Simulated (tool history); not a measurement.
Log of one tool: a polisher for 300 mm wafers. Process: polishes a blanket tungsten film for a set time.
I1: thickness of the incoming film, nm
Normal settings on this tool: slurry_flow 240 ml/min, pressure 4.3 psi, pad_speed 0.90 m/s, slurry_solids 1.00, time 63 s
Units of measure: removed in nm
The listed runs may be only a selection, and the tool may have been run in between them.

run 1 hour=0.0 | slurry_flow=240 pressure=4.3 pad_speed=0.72 slurry_solids=1.00 time=63 | I1=1226.4 | removed=253.2
run 2 hour=62.3 | slurry_flow=240 pressure=4.3 pad_speed=1.10 slurry_solids=1.00 time=63 | I1=1201.9 | removed=385.3
run 3 hour=185.8 | slurry_flow=240 pressure=4.3 pad_speed=0.90 slurry_solids=1.00 time=63 | I1=1224.5 | removed=307.6
run 4 hour=228.0 | slurry_flow=240 pressure=4.3 pad_speed=0.90 slurry_solids=1.00 time=63 | I1=1216.3 | removed=304.2
run 5 hour=287.4 | slurry_flow=260 pressure=4.3 pad_speed=0.98 slurry_solids=1.00 time=63 | I1=1197.5 | removed=329.9
run 6 hour=352.5 | slurry_flow=240 pressure=4.3 pad_speed=0.90 slurry_solids=1.00 time=63 | I1=1214.7 | removed=323.3
run 7 hour=381.7 | slurry_flow=240 pressure=4.3 pad_speed=0.90 slurry_solids=1.00 time=63 | I1=1224.7 | removed=321.5
run 8 hour=428.6 | slurry_flow=240 pressure=4.3 pad_speed=0.90 slurry_solids=1.00 time=63 | I1=1207.4 | removed=319.0
run 9 hour=568.1 | slurry_flow=240 pressure=4.3 pad_speed=0.90 slurry_solids=1.00 time=63 | I1=1234.3 | removed=311.0
run 10 hour=598.7 | slurry_flow=315 pressure=4.3 pad_speed=0.98 slurry_solids=1.00 time=63 | I1=1196.3 | removed=345.2
run 11 hour=648.7 | slurry_flow=265 pressure=4.3 pad_speed=0.90 slurry_solids=1.00 time=63 | I1=1214.0 | removed=303.4
run 12 hour=676.6 | slurry_flow=195 pressure=4.3 pad_speed=0.68 slurry_solids=1.00 time=63 | I1=1233.7 | removed=221.7
run 13 hour=718.3 | slurry_flow=240 pressure=4.3 pad_speed=1.10 slurry_solids=1.00 time=63 | I1=1225.3 | removed=360.4
run 14 hour=760.2 | slurry_flow=240 pressure=4.3 pad_speed=0.74 slurry_solids=0.80 time=63 | I1=1211.4 | removed=249.3
run 15 hour=820.5 | slurry_flow=240 pressure=4.3 pad_speed=0.90 slurry_solids=1.00 time=63 | I1=1202.9 | removed=319.6
run 16 hour=885.2 | slurry_flow=240 pressure=4.3 pad_speed=0.66 slurry_solids=0.75 time=63 | I1=1241.6 | removed=205.4
run 17 hour=941.1 | slurry_flow=240 pressure=3.5 pad_speed=0.90 slurry_solids=1.00 time=57 | I1=1221.7 | removed=230.3
run 18 hour=972.2 | slurry_flow=240 pressure=5.0 pad_speed=0.76 slurry_solids=1.30 time=63 | I1=1238.5 | removed=333.3
run 19 hour=1009.5 | slurry_flow=240 pressure=4.3 pad_speed=0.90 slurry_solids=1.00 time=78 | I1=1210.5 | removed=376.8
run 20 hour=1185.8 | slurry_flow=240 pressure=4.3 pad_speed=0.66 slurry_solids=1.00 time=63 | I1=1238.2 | removed=236.6
run 21 hour=1233.4 | slurry_flow=240 pressure=5.3 pad_speed=0.90 slurry_solids=1.00 time=63 | I1=1213.5 | removed=394.8
run 22 hour=1290.5 | slurry_flow=300 pressure=4.3 pad_speed=0.90 slurry_solids=1.00 time=63 | I1=1209.1 | removed=323.6
run 23 hour=1325.2 | slurry_flow=325 pressure=4.9 pad_speed=1.00 slurry_solids=1.00 time=63 | I1=1219.6 | removed=411.2
run 24 hour=1373.9 | slurry_flow=240 pressure=4.9 pad_speed=1.12 slurry_solids=1.00 time=63 | I1=1221.4 | removed=441.7
run 25 hour=1439.1 | slurry_flow=185 pressure=3.2 pad_speed=0.90 slurry_solids=0.80 time=63 | I1=1221.8 | removed=202.5
run 26 hour=1472.1 | slurry_flow=240 pressure=5.3 pad_speed=0.74 slurry_solids=1.25 time=57 | I1=1196.1 | removed=295.1
run 27 hour=1519.4 | slurry_flow=240 pressure=4.3 pad_speed=0.90 slurry_solids=1.00 time=63 | I1=1211.8 | removed=301.3

Removed from this log: 15 entries logged between the listed runs. Between which two listed runs does each belong, and how does the tool's hidden state at the listed run before it compare with that at the listed run after it?
Runs 1 to 2: slurry nozzle cleaned (hour 22.0)
  abrasive missing from the slurry, %: 8.71 -> 11.9
  measured value less the no-hidden-state value, removed: -8.4 -> -18.0 nm
Runs 2 to 3: slurry tank refilled with fresh slurry and peroxide (hour 130.3)
  abrasive missing from the slurry, %: 11.9 -> 18.4
  measured value less the no-hidden-state value, removed: -18.0 -> -23.6 nm
Runs 4 to 5: worn pad replaced by a new one (hour 236.1)
  abrasive missing from the slurry, %: 20.5 -> 23.6
  measured value less the no-hidden-state value, removed: -26.7 -> -34.6 nm
Runs 5 to 6: slurry blender recalibrated (hour 289.5); head pressure recalibrated (hour 352.0)
  abrasive missing from the slurry, %: 23.6 -> 5.4
  measured value less the no-hidden-state value, removed: -34.6 -> -6.4 nm
Runs 8 to 9: slurry tank refilled with fresh slurry and peroxide (hour 505.1)
  abrasive missing from the slurry, %: 9.35 -> 16.6
  measured value less the no-hidden-state value, removed: -11.3 -> -21.1 nm
Runs 10 to 11: worn pad replaced by a new one (hour 608.2)
  abrasive missing from the slurry, %: 18.2 -> 20.8
  measured value less the no-hidden-state value, removed: -26.1 -> -27.0 nm
Runs 13 to 14: slurry blender recalibrated (hour 759.7)
  abrasive missing from the slurry, %: 24.4 -> 4.45
  measured value less the no-hidden-state value, removed: -39.4 -> -3.9 nm
Runs 14 to 15: slurry nozzle cleaned (hour 789.0)
  abrasive missing from the slurry, %: 4.45 -> 7.58
  measured value less the no-hidden-state value, removed: -3.9 -> -9.0 nm
Runs 18 to 19: slurry tank refilled with fresh slurry and peroxide (hour 982.4)
  abrasive missing from the slurry, %: 15.5 -> 17.4
  measured value less the no-hidden-state value, removed: -21.6 -> -27.0 nm
Runs 19 to 20: worn pad replaced by a new one (hour 1038.5); head pressure recalibrated (hour 1093.7); slurry blender recalibrated (hour 1138.3)
  abrasive missing from the slurry, %: 17.4 -> 5
  measured value less the no-hidden-state value, removed: -27.0 -> -4.3 nm
Runs 25 to 26: slurry tank refilled with fresh slurry and peroxide (hour 1444.5)
  abrasive missing from the slurry, %: 18.1 -> 19.9
  measured value less the no-hidden-state value, removed: -14.7 -> -25.6 nm
Runs 26 to 27: worn pad replaced by a new one (hour 1479.2)
  abrasive missing from the slurry, %: 19.9 -> 22.3
  measured value less the no-hidden-state value, removed: -25.6 -> -29.3 nm

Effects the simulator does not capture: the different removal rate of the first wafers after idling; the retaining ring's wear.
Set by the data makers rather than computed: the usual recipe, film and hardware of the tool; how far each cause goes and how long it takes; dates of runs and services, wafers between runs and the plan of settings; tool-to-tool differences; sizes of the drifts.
